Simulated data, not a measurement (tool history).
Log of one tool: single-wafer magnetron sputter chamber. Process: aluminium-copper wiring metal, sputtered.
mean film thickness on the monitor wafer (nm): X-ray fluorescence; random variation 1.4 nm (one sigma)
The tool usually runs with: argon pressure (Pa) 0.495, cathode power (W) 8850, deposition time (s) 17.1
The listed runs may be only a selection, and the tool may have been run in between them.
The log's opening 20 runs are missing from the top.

run   hour  argon pressure (Pa)  cathode power (W)  deposition time (s)  read-back reference wafer on the same gauge, thickness_nm  mean film thickness on the monitor wafer (nm)
 21  238.1                0.495               8850                 17.1                                                    223.767                                         221.36
 22  249.1                0.495               7650                 18.3                                                    224.007                                        205.915
     263.1  -- sputter target and shields replaced, repeated, since the last time left the tool worse
 23  263.7                0.437               8250                 18.8                                                    223.761                                        269.216
     285.5  -- magnet pack replaced
 24    286                0.495               9950                 17.1                                                    224.084                                        280.206
 25  287.7                0.432               6700                 15.7                                                    224.083                                        179.525
 26  295.8                0.495               8850                 17.1                                                    223.906                                        248.254
 27  307.4                0.495               8850                 17.1                                                    224.235                                        246.894
     320.3  -- gauge calibrated
 28  325.4                0.385               9500                 15.4                                                    224.012                                        248.649
 29    333                0.582               8050                 15.1                                                    223.906                                        189.611
 30  340.3                0.689               9900                 20.5                                                    224.072                                        299.085
 31  347.4                0.317               9400                 15.4                                                    224.041                                        252.399
 32    365                0.435               7600                 13.9                                                    224.065                                        174.676
 33  377.3                0.495               8850                 17.1                                                    223.979                                        241.077
 34  388.3                0.327               8850                 20.2                                                    223.819                                        310.582
 35  400.7                0.547               8850                   14                                                    224.099                                        194.751
 36  417.2                0.341              10700                 14.9                                                    224.116                                        272.247

Forecast each of these 3 alternatives for the next run:
  A  417.6                0.495               8850                 17.1                                                          ?                                              ?
  B  417.6                0.495              10650                 18.2                                                          ?                                              ?
  C  417.6                0.495               8850                 15.5                                                          ?                                              ?

run  read-back reference wafer on the same gauge, thickness_nm  mean film thickness on the monitor wafer (nm)
  A                                                    223.682                                        241.926
  B                                                    223.682                                        309.859
  C                                                    223.682                                        219.289
What these runs would have given with no unlogged condition in the tool:
run  mean film thickness on the monitor wafer (nm)
  A                                         255.87
  B                                        327.719
  C                                        231.929

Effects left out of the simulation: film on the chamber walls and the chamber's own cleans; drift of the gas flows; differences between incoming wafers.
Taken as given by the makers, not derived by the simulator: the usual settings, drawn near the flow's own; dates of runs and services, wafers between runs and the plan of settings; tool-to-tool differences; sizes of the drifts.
